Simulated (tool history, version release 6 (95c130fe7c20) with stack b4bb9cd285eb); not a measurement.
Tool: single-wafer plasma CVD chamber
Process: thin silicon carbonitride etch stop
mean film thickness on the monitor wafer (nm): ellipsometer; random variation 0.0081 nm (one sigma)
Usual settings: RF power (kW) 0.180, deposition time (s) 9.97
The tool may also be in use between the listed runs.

run,hour,RF power (kW),deposition time (s),"read-back reference wafer on the same gauge, thickness_nm",mean film thickness on the monitor wafer (nm)
1,0.0,0.180,9.97,6.502,5.316
2,71.1,0.180,9.97,6.500,5.312
3,132.0,0.180,9.97,6.500,5.318
4,196.0,0.180,9.97,6.502,5.305
5,244.8,0.180,9.97,6.500,5.296
6,321.9,0.205,9.97,6.498,5.674
7,387.1,0.205,9.97,6.499,5.679
8,449.6,0.195,10.68,6.501,5.962
9,499.1,0.205,9.97,6.501,5.671
10,558.9,0.215,10.66,6.496,6.157
11,595.4,0.150,9.32,6.499,4.735
12,643.4,0.180,9.45,6.500,5.148
13,752.4,0.155,9.97,6.501,5.118
14,795.7,0.145,9.32,6.499,4.687
15,839.9,0.180,9.97,6.497,5.427

Taken out of this log: 4 entries between the listed runs. Where each belongs, and how the hidden state differs across it:
Between runs 5 and 6: RF generator calibrated (hour 295.3)
  delivered RF power above the setpoint (%): -6.33 -> -0.154
  measured less the result without the state, mean film thickness on the monitor wafer (nm): -0.125 -> -0.003
Between runs 7 and 8: thermocouple changed; heater temperature recalibrated (hour 400.6)
  delivered RF power above the setpoint (%): -0.167 -> -0.193
  measured less the result without the state, mean film thickness on the monitor wafer (nm): -0.004 -> -0.004
Between runs 8 and 9: gauge calibrated (hour 465.3)
  delivered RF power above the setpoint (%): -0.193 -> -0.223
  measured less the result without the state, mean film thickness on the monitor wafer (nm): -0.004 -> -0.004
Between runs 10 and 11: showerhead replaced (hour 575.8)
  delivered RF power above the setpoint (%): -0.271 -> -0.306
  measured less the result without the state, mean film thickness on the monitor wafer (nm): -0.006 -> -0.005
